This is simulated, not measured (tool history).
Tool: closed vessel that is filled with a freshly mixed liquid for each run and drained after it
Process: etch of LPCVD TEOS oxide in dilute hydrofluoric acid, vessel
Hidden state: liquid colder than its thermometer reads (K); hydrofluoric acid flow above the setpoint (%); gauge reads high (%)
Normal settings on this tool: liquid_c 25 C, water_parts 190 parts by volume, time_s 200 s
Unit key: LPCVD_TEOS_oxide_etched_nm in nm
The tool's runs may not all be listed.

| run | hour | liquid_c | water_parts | time_s | wafers since the last listed run | hours since the thermometer was replaced | hours since the hydrofluoric acid flow meter was replaced | hours since the gauge calibration | read-back film thickness of the LPCVD TEOS oxide reference wafer, read on the same gauge (nm) | LPCVD_TEOS_oxide_etched_nm |
|---|---|---|---|---|---|---|---|---|---|---|
| 1 | 0 | 25 | 190 | 135 | 0 | 1630.1 | 228.4 | 415.7 | 149.99 | 17.08 |
| 2 | 44.1 | 25 | 190 | 135 | 3360 | 1674.2 | 272.5 | 459.8 | 150.02 | 17.03 |
| 3 | 91.2 | 25 | 190 | 135 | 3589 | 1721.3 | 319.6 | 506.9 | 149.99 | 17.33 |
| 4 | 143.7 | 25 | 190 | 200 | 4000 | 1773.8 | 372.1 | 559.4 | 149.98 | 25.35 |
| 5 | 189 | 25 | 190 | 200 | 3452 | 1819.1 | 417.4 | 604.7 | 150.02 | 25.49 |
| 6 | 217.6 | 25 | 170 | 200 | 2179 | 1847.7 | 446 | 633.3 | 150.02 | 29.1 |
| 7 | 243.8 | 25 | 170 | 200 | 1996 | 1873.9 | 472.2 | 659.5 | 149.99 | 29.31 |
| 8 | 305.9 | 25 | 170 | 200 | 4732 | 1936 | 534.3 | 721.6 | 150 | 29.12 |
| 9 | 368.8 | 25 | 190 | 200 | 4793 | 1998.9 | 597.2 | 784.5 | 150 | 25.32 |
| 10 | 413.1 | 25 | 190 | 200 | 3375 | 2043.2 | 641.5 | 828.8 | 149.99 | 25.65 |
|  | 523.7 | thermometer replaced |
|  | 561.7 | gauge calibrated |
| 11 | 617.7 | 25 | 190 | 200 | 15514 | 94 | 846.1 | 56 | 149.99 | 25.56 |
|  | 658.2 | hydrofluoric acid flow meter replaced |
| 12 | 682.7 | 25 | 190 | 200 | 4876 | 159 | 24.5 | 121 | 150.01 | 25.49 |
| 13 | 740.8 | 25 | 190 | 200 | 4427 | 217.1 | 82.6 | 179.1 | 149.99 | 25.35 |
| 14 | 811.1 | 25 | 150 | 200 | 5357 | 287.4 | 152.9 | 249.4 | 150 | 33.98 |
| 15 | 838.8 | 25 | 190 | 200 | 2110 | 315.1 | 180.6 | 277.1 | 150.02 | 25.87 |
| 16 | 880.5 | 25 | 240 | 200 | 3177 | 356.8 | 222.3 | 318.8 | 149.99 | 19.25 |
| 17 | 926 | 22.5 | 275 | 155 | 3467 | 402.3 | 267.8 | 364.3 | 150 | 11.52 |
| 18 | 988.8 | 25 | 190 | 200 | 4785 | 465.1 | 330.6 | 427.1 | 150 | 25.1 |
| 19 | 1049.6 | 20 | 235 | 95 | 4633 | 525.9 | 391.4 | 487.9 | 150 | 7.81 |
| 20 | 1093.6 | 25 | 260 | 200 | 3352 | 569.9 | 435.4 | 531.9 | 150 | 17.31 |
| 21 | 1127.8 | 25 | 95 | 200 | 2606 | 604.1 | 469.6 | 566.1 | 149.98 | 57.26 |

Run 22 has not been measured yet. What should we expect?
| 22 | 1193 | 25 | 190 | 200 | 4968 | 669.3 | 534.8 | 631.3 | ? | ? |

{"run 22": {"read-back film thickness of the LPCVD TEOS oxide reference wafer, read on the same gauge (nm)": 150.01, "LPCVD_TEOS_oxide_etched_nm": 25.43}}
Had the tool carried no hidden state, the very same run would have given LPCVD_TEOS_oxide_etched_nm 25.43 nm.

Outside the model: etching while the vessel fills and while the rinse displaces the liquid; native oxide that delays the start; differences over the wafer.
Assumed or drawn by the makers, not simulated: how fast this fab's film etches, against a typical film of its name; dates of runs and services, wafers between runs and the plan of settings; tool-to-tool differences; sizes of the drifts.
